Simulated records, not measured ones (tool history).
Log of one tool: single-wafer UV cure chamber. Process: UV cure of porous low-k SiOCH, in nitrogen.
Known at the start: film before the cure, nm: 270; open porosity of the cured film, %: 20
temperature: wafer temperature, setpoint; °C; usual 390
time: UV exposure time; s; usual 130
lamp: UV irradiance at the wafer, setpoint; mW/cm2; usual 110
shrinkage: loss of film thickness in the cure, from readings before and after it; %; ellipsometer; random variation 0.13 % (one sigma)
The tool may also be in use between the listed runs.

run 1 hour=0 | temperature=390 time=130 lamp=110 | shrinkage=9.045
-- hour=37.5 quartz window cleaned
run 2 hour=94.6 | temperature=390 time=130 lamp=110 | shrinkage=9.686
run 3 hour=134.2 | temperature=390 time=130 lamp=110 | shrinkage=9.651
run 4 hour=192.5 | temperature=390 time=130 lamp=110 | shrinkage=9.522
run 5 hour=293.6 | temperature=390 time=130 lamp=110 | shrinkage=9.168
run 6 hour=366.7 | temperature=390 time=130 lamp=110 | shrinkage=9.024
run 7 hour=479.2 | temperature=386 time=105 lamp=110 | shrinkage=8.085
run 8 hour=562.4 | temperature=390 time=130 lamp=110 | shrinkage=9.2
run 9 hour=601.8 | temperature=390 time=130 lamp=110 | shrinkage=9.153
-- hour=646.8 quartz window cleaned
-- hour=666 UV bulbs replaced
run 10 hour=666.5 | temperature=396 time=130 lamp=110 | shrinkage=9.929
run 11 hour=854.4 | temperature=396 time=130 lamp=110 | shrinkage=9.481
run 12 hour=897.5 | temperature=390 time=160 lamp=110 | shrinkage=10.403
run 13 hour=946.7 | temperature=390 time=160 lamp=110 | shrinkage=10.143
run 14 hour=1036.5 | temperature=374 time=130 lamp=96 | shrinkage=8.345
run 15 hour=1110.6 | temperature=374 time=130 lamp=96 | shrinkage=8.451
run 16 hour=1201 | temperature=390 time=175 lamp=110 | shrinkage=10.441
run 17 hour=1237.5 | temperature=390 time=175 lamp=110 | shrinkage=10.386
-- hour=1291.2 quartz window cleaned
run 18 hour=1359.5 | temperature=390 time=130 lamp=110 | shrinkage=9.6
run 19 hour=1446.4 | temperature=390 time=130 lamp=110 | shrinkage=9.546
run 20 hour=1515.1 | temperature=390 time=130 lamp=110 | shrinkage=9.229
run 21 hour=1597.9 | temperature=390 time=130 lamp=110 | shrinkage=9.234
run 22 hour=1658.6 | temperature=379 time=130 lamp=110 | shrinkage=9.002
run 23 hour=1724.5 | temperature=390 time=130 lamp=110 | shrinkage=9.146
run 24 hour=1783.8 | temperature=390 time=130 lamp=110 | shrinkage=8.961
run 25 hour=1864.7 | temperature=390 time=130 lamp=110 | shrinkage=8.971
-- hour=1880.3 quartz window cleaned
run 26 hour=1928.9 | temperature=390 time=130 lamp=110 | shrinkage=9.844
-- hour=1953.4 UV bulbs replaced
run 27 hour=2007.8 | temperature=390 time=100 lamp=146 | shrinkage=10.01
run 28 hour=2108.4 | temperature=390 time=95 lamp=110 | shrinkage=8.106
run 29 hour=2170.8 | temperature=390 time=130 lamp=110 | shrinkage=9.327
run 30 hour=2231.9 | temperature=373 time=150 lamp=146 | shrinkage=10.813
run 31 hour=2294.7 | temperature=390 time=65 lamp=110 | shrinkage=6.363
run 32 hour=2368.8 | temperature=390 time=175 lamp=110 | shrinkage=10.377
run 33 hour=2435.1 | temperature=400 time=175 lamp=110 | shrinkage=10.611
-- hour=2486.5 quartz window cleaned
run 34 hour=2487 | temperature=390 time=100 lamp=146 | shrinkage=10.044
run 35 hour=2581 | temperature=404 time=130 lamp=110 | shrinkage=10.081
run 36 hour=2649.2 | temperature=380 time=65 lamp=110 | shrinkage=6.538
run 37 hour=2737.4 | temperature=390 time=130 lamp=110 | shrinkage=9.351
run 38 hour=2828.4 | temperature=405 time=80 lamp=82 | shrinkage=6.204
run 39 hour=2864.5 | temperature=379 time=100 lamp=85 | shrinkage=6.942
run 40 hour=2966 | temperature=401 time=130 lamp=147 | shrinkage=10.821
run 41 hour=3003.8 | temperature=390 time=130 lamp=110 | shrinkage=9.291
-- hour=3074.7 quartz window cleaned
run 42 hour=3108.3 | temperature=390 time=130 lamp=110 | shrinkage=9.995
-- hour=3187.3 UV bulbs replaced
run 43 hour=3204.7 | temperature=390 time=60 lamp=110 | shrinkage=6.537
run 44 hour=3293.9 | temperature=384 time=95 lamp=89 | shrinkage=7.215
run 45 hour=3350.5 | temperature=390 time=65 lamp=122 | shrinkage=6.921
run 46 hour=3406.6 | temperature=390 time=60 lamp=110 | shrinkage=6.111

5 ways to go on from here, each from the tool as it stands after run 46. What would each give?
run A hour=3407.1 | temperature=390 time=130 lamp=85 | shrinkage=?
run B hour=3407.1 | temperature=398 time=95 lamp=135 | shrinkage=?
run C hour=3407.1 | temperature=390 time=165 lamp=110 | shrinkage=?
run D hour=3407.1 | temperature=406 time=175 lamp=80 | shrinkage=?
run E hour=3407.1 | temperature=390 time=130 lamp=124 | shrinkage=?

run=A shrinkage=8.152
run=B shrinkage=8.921
run=C shrinkage=10.309
run=D shrinkage=9.435
run=E shrinkage=9.782
Without the tool's hidden state the same runs would have given:
run=A shrinkage=8.784
run=B shrinkage=9.567
run=C shrinkage=10.979
run=D shrinkage=10.089
run=E shrinkage=10.443
